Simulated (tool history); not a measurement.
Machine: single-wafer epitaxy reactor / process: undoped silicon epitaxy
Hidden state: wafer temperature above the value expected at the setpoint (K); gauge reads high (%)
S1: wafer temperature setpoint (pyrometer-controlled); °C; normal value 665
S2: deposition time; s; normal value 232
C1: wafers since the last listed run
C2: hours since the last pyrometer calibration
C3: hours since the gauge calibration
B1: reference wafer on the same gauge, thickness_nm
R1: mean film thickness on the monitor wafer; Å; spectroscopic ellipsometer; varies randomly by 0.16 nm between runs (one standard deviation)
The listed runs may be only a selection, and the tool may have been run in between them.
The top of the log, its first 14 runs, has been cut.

run   hour   S1   S2   C1      C2     C3      B1      R1
 15  424.2  671  214  159  3012.4  443.8  42.531  509.77
 16  439.4  665  232   76  3027.6    459  42.501  496.85
 17  463.1  665  232  119  3051.3  482.7  42.403  496.06
 18  482.4  665  232   97  3070.6    502  42.356  491.76
 19  511.9  665  232  148  3100.1  531.5  42.273  493.79
 20  542.3  676  213  153  3130.5  561.9  42.183  551.64
       558  -- gauge calibrated
 21  573.3  674  262  156  3161.5   15.3   43.22  671.09
 22  595.4  665  232  111  3183.6   37.4  43.196  505.19
     603.5  -- pyrometer calibrated
 23  635.6  674  254  162    32.1   77.6  43.193  648.67
 24  663.6  676  199  141    60.1  105.6  43.168  530.04
 25  698.3  665  232  175    94.8  140.3  43.168  502.67
 26  731.6  655  272  168   128.1  173.6  43.101  488.73
 27    751  665  204   97   147.5    193  43.115   439.9
 28  766.4  660  273   77   162.9  208.4  43.085  539.03
 29  786.9  660  214  103   183.4  228.9  43.029  421.57

Run 30, settings as shown, results not yet in. Your forecast:
 30  820.1  665  232  167  216.6  262.1   ?   ?

{"run 30": {"B1": 43, "R1": 503.17}}
With the hidden condition absent and the run-to-run variation left alone, this run would have shown R1 504.25 Å.

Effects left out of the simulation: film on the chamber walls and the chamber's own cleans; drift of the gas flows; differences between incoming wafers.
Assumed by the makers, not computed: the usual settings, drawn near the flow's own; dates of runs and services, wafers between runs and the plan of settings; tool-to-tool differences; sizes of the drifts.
